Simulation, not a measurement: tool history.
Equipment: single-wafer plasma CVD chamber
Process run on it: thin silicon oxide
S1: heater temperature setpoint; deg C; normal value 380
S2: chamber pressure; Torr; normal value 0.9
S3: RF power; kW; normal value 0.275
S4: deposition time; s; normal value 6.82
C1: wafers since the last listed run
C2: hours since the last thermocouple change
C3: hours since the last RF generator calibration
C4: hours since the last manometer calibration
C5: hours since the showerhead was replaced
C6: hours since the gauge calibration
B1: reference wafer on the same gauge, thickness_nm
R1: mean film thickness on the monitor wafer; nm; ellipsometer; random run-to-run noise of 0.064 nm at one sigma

run	day	S1	S2	S3	S4	C1	C2	C3	C4	C5	C6	B1	R1
1	0	386	1.029	0.275	6.82	0	572.7	1513.5	792.2	2937.9	165.8	11.107	13.873
2	1.454	386	1.029	0.275	6.82	1522	607.6	1548.4	827.1	2972.8	200.7	11.107	13.707
3	4.221	386	1.029	0.275	6.82	2897	674	1614.8	893.5	3039.2	267.1	11.095	13.772
4	6.604	380	0.9	0.275	6.82	2495	731.2	1672	950.7	3096.4	324.3	11.107	12.906
5	8.6	380	0.9	0.275	6.82	2090	779.1	1719.9	998.6	3144.3	372.2	11.102	12.831
6	11.021	380	0.9	0.275	6.82	2535	837.2	1778	1056.7	3202.4	430.3	11.117	12.723
# day 13.321: showerhead replaced
7	13.483	380	0.9	0.29	6.82	2229	896.3	1837.1	1115.8	3.9	489.4	11.113	13.078
8	14.908	380	0.9	0.29	6.82	1492	930.5	1871.3	1150	38.1	523.6	11.123	13.028
9	16.454	380	0.779	0.275	6.82	1618	967.6	1908.4	1187.1	75.2	560.7	11.082	11.644
# day 17.921: capacitance manometer re-zeroed and calibrated
10	17.942	388	0.9	0.29	8.07	1208	1003.3	1944.1	0.5	110.9	596.4	11.101	15.952
# day 20.429: RF generator calibrated
11	23.312	386	0.718	0.275	6.82	5275	1132.2	69.2	129.4	239.8	725.3	11.095	11.393
# day 24.996: gauge calibrated
12	25.4	375	0.9	0.3	7.32	2186	1182.3	119.3	179.5	289.9	9.7	11.093	14.571
# day 26.396: thermocouple changed; heater temperature recalibrated
13	26.683	380	0.9	0.295	5.82	994	6.9	150.1	210.3	320.7	40.5	11.111	11.478

What will run 14 give?
14	27.75	380	0.9	0.275	6.82	1117	32.5	175.7	235.9	346.3	66.1	?	?

{"run 14": {"B1": 11.099, "R1": 13.082}}
Take away the tool's hidden state, keep the run-to-run variation as it was, and the same run would have given R1 13.404 nm.

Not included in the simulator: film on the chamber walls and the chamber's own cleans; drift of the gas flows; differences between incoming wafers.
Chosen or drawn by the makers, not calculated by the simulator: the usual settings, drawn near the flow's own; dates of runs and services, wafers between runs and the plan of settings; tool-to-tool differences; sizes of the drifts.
